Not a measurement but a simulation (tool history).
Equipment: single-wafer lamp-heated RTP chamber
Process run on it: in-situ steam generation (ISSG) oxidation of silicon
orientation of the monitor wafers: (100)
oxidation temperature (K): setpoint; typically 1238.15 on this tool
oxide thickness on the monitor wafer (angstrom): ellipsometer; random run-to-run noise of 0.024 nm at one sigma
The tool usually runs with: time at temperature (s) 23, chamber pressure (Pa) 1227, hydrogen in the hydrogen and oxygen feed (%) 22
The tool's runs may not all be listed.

run   hour  oxidation temperature (K)  time at temperature (s)  chamber pressure (Pa)  hydrogen in the hydrogen and oxygen feed (%)  read-back reference wafer on the same gauge, thickness  oxide thickness on the monitor wafer (angstrom)
  1    0.0                    1231.15                       23                   1107                                            22                                                   6.005                                            55.26
  2   33.7                    1231.15                       23                   1107                                            22                                                   5.999                                            56.08
  3   57.9                    1238.15                       23                   1227                                            17                                                   5.994                                            53.14
  4   86.7                    1238.15                       23                   1227                                            17                                                   6.000                                            53.73
     121.0  -- pyrometer window cleaned and pyrometer calibrated
  5  122.0                    1238.15                       23                   1227                                            17                                                   6.003                                            52.21
  6  145.6                    1250.15                       23                   1227                                            22                                                   6.001                                            57.86
  7  178.2                    1250.15                       23                   1227                                            22                                                   6.000                                            58.10
  8  207.5                    1238.15                       17                   1227                                            22                                                   5.995                                            49.31
  9  234.8                    1238.15                       23                   1227                                            22                                                   6.004                                            56.21
 10  250.3                    1246.15                       23                   1227                                            22                                                   6.001                                            57.86
 11  272.3                    1246.15                       23                   1227                                            22                                                   6.001                                            57.43
 12  290.7                    1238.15                       23                   1227                                            22                                                   6.003                                            56.73
     306.4  -- pressure gauge zeroed
 13  321.5                    1238.15                       23                   1227                                            22                                                   5.997                                            56.99
 14  355.8                    1238.15                       27                   1227                                            15                                                   5.996                                            56.10
 15  381.5                    1258.15                       23                   1227                                            28                                                   5.999                                            65.30
 16  404.2                    1238.15                       23                   1227                                            22                                                   5.999                                            57.52
     434.9  -- gauge calibrated
     435.9  -- pyrometer window cleaned and pyrometer calibrated
 17  436.4                    1252.15                       19                   1040                                            31                                                   5.997                                            58.66
 18  448.8                    1238.15                       23                   1307                                            15                                                   5.996                                            50.25
 19  461.7                    1246.15                       23                   1227                                            22                                                   6.003                                            56.83
     470.1  -- hydrogen flow controller replaced
 20  484.9                    1255.15                       23                   1360                                            22                                                   5.994                                            57.72
 21  504.5                    1233.15                       15                   1360                                            17                                                   5.997                                            42.05
 22  516.7                    1238.15                       23                   1360                                            22                                                   6.000                                            54.10
 23  541.8                    1250.15                       32                   1293                                            25                                                   6.006                                            69.42
 24  571.2                    1238.15                       23                   1227                                            26                                                   6.000                                            57.78
 25  595.9                    1238.15                       18                   1227                                            28                                                   5.999                                            52.96
 26  612.3                    1238.15                       23                   1227                                            26                                                   6.000                                            58.24
 27  625.5                    1219.15                       16                   1347                                            19                                                   6.002                                            43.44

Consider 4 possible next runs. They are alternatives, not a sequence: every one starts from the tool as it was left by run 27. What does each give?
  A  625.9                    1238.15                       23                   1227                                            22                                                       ?                                                ?
  B  625.9                    1231.15                       23                   1307                                            15                                                       ?                                                ?
  C  625.9                    1238.15                       16                   1227                                            17                                                       ?                                                ?
  D  625.9                    1222.15                       23                   1227                                            18                                                       ?                                                ?

run  read-back reference wafer on the same gauge, thickness  oxide thickness on the monitor wafer (angstrom)
  A                                                   5.994                                            56.15
  B                                                   5.994                                            50.17
  C                                                   5.994                                            45.37
  D                                                   5.994                                            50.95
Stripped of hidden state, with their random variation kept, the same runs would have yielded:
run  oxide thickness on the monitor wafer (angstrom)
  A                                            54.81
  B                                            49.03
  C                                            44.42
  D                                            49.84

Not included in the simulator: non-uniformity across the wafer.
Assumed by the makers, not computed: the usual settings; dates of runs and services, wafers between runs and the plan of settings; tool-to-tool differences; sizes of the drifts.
